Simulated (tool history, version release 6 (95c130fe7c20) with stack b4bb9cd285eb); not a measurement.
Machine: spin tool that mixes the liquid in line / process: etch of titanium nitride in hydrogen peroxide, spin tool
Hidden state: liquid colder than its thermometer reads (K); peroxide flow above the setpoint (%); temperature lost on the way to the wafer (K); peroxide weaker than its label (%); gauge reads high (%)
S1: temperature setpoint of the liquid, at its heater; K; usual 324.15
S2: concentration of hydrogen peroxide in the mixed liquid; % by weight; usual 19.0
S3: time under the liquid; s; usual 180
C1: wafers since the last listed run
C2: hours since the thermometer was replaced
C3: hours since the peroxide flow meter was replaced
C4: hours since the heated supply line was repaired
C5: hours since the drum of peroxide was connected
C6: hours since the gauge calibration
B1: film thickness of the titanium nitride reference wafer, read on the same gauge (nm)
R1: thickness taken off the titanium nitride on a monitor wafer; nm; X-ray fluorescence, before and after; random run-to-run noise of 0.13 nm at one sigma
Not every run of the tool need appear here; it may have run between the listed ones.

run 1 day=0.000 | S1=324.15 S2=19.0 S3=180 | C1=0 C2=292.5 C3=1182.6 C4=1900.2 C5=42.4 C6=399.8 | B1=29.99 | R1=15.03
run 2 day=1.167 | S1=324.15 S2=19.0 S3=180 | C1=120 C2=320.5 C3=1210.6 C4=1928.2 C5=70.4 C6=427.8 | B1=30.00 | R1=14.80
run 3 day=3.925 | S1=324.15 S2=19.0 S3=180 | C1=285 C2=386.7 C3=1276.8 C4=1994.4 C5=136.6 C6=494.0 | B1=30.00 | R1=14.85
run 4 day=6.162 | S1=324.15 S2=19.0 S3=180 | C1=231 C2=440.4 C3=1330.5 C4=2048.1 C5=190.3 C6=547.7 | B1=30.00 | R1=14.99
run 5 day=8.400 | S1=324.15 S2=19.0 S3=180 | C1=231 C2=494.1 C3=1384.2 C4=2101.8 C5=244.0 C6=601.4 | B1=29.98 | R1=14.86
run 6 day=10.212 | S1=324.15 S2=19.0 S3=180 | C1=187 C2=537.6 C3=1427.7 C4=2145.3 C5=287.5 C6=644.9 | B1=30.03 | R1=14.91
run 7 day=12.688 | S1=324.15 S2=19.0 S3=180 | C1=256 C2=597.0 C3=1487.1 C4=2204.7 C5=346.9 C6=704.3 | B1=30.02 | R1=15.08
run 8 day=15.350 | S1=324.15 S2=19.0 S3=180 | C1=275 C2=660.9 C3=1551.0 C4=2268.6 C5=410.8 C6=768.2 | B1=30.01 | R1=14.74
run 9 day=18.188 | S1=324.15 S2=19.0 S3=180 | C1=293 C2=729.0 C3=1619.1 C4=2336.7 C5=478.9 C6=836.3 | B1=29.97 | R1=14.94
run 10 day=20.504 | S1=324.15 S2=19.0 S3=180 | C1=240 C2=784.6 C3=1674.7 C4=2392.3 C5=534.5 C6=891.9 | B1=29.98 | R1=15.01
run 11 day=22.492 | S1=324.15 S2=19.0 S3=180 | C1=205 C2=832.3 C3=1722.4 C4=2440.0 C5=582.2 C6=939.6 | B1=29.98 | R1=14.80
run 12 day=24.025 | S1=324.15 S2=19.0 S3=180 | C1=158 C2=869.1 C3=1759.2 C4=2476.8 C5=619.0 C6=976.4 | B1=29.98 | R1=14.93
-- day=27.842 new drum of peroxide connected
-- day=30.229 peroxide flow meter replaced
run 13 day=30.950 | S1=324.15 S2=19.0 S3=265 | C1=708 C2=1035.3 C3=17.3 C4=2643.0 C5=74.6 C6=1142.6 | B1=29.98 | R1=21.88
-- day=32.088 heated supply line repaired
run 14 day=33.188 | S1=328.65 S2=24.0 S3=260 | C1=227 C2=1089.0 C3=71.0 C4=26.4 C5=128.3 C6=1196.3 | B1=30.01 | R1=30.99
-- day=33.688 gauge calibrated
run 15 day=34.258 | S1=320.65 S2=22.5 S3=240 | C1=110 C2=1114.7 C3=96.7 C4=52.1 C5=154.0 C6=13.7 | B1=30.00 | R1=16.14
run 16 day=36.792 | S1=331.15 S2=21.0 S3=235 | C1=262 C2=1175.5 C3=157.5 C4=112.9 C5=214.8 C6=74.5 | B1=29.99 | R1=32.95
run 17 day=38.533 | S1=324.15 S2=19.0 S3=180 | C1=180 C2=1217.3 C3=199.3 C4=154.7 C5=256.6 C6=116.3 | B1=30.01 | R1=14.87
-- day=41.271 thermometer replaced
run 18 day=41.483 | S1=326.65 S2=14.0 S3=285 | C1=301 C2=5.1 C3=270.1 C4=225.5 C5=327.4 C6=187.1 | B1=29.99 | R1=26.53
run 19 day=42.929 | S1=324.15 S2=16.5 S3=145 | C1=149 C2=39.8 C3=304.8 C4=260.2 C5=362.1 C6=221.8 | B1=30.00 | R1=11.64
run 20 day=44.279 | S1=324.15 S2=16.0 S3=265 | C1=139 C2=72.2 C3=337.2 C4=292.6 C5=394.5 C6=254.2 | B1=30.00 | R1=21.15
run 21 day=46.967 | S1=329.15 S2=23.5 S3=120 | C1=278 C2=136.7 C3=401.7 C4=357.1 C5=459.0 C6=318.7 | B1=30.02 | R1=14.59
run 22 day=48.954 | S1=324.15 S2=19.0 S3=180 | C1=205 C2=184.4 C3=449.4 C4=404.8 C5=506.7 C6=366.4 | B1=30.02 | R1=15.03
run 23 day=51.117 | S1=324.15 S2=19.0 S3=180 | C1=224 C2=236.3 C3=501.3 C4=456.7 C5=558.6 C6=418.3 | B1=29.98 | R1=14.94
run 24 day=52.854 | S1=324.15 S2=19.0 S3=180 | C1=180 C2=278.0 C3=543.0 C4=498.4 C5=600.3 C6=460.0 | B1=29.99 | R1=14.87
run 25 day=54.588 | S1=324.15 S2=19.0 S3=180 | C1=179 C2=319.6 C3=584.6 C4=540.0 C5=641.9 C6=501.6 | B1=29.98 | R1=14.67
run 26 day=55.950 | S1=327.15 S2=15.5 S3=225 | C1=141 C2=352.3 C3=617.3 C4=572.7 C5=674.6 C6=534.3 | B1=29.99 | R1=21.99

For each run, what was the tool's unlogged condition?
liquid colder than its thermometer reads (K): 0 at every run
peroxide flow above the setpoint (%): 0 at every run
temperature lost on the way to the wafer (K): 0 at every run
peroxide weaker than its label (%): 0 at every run
gauge reads high (%): 0 at every run
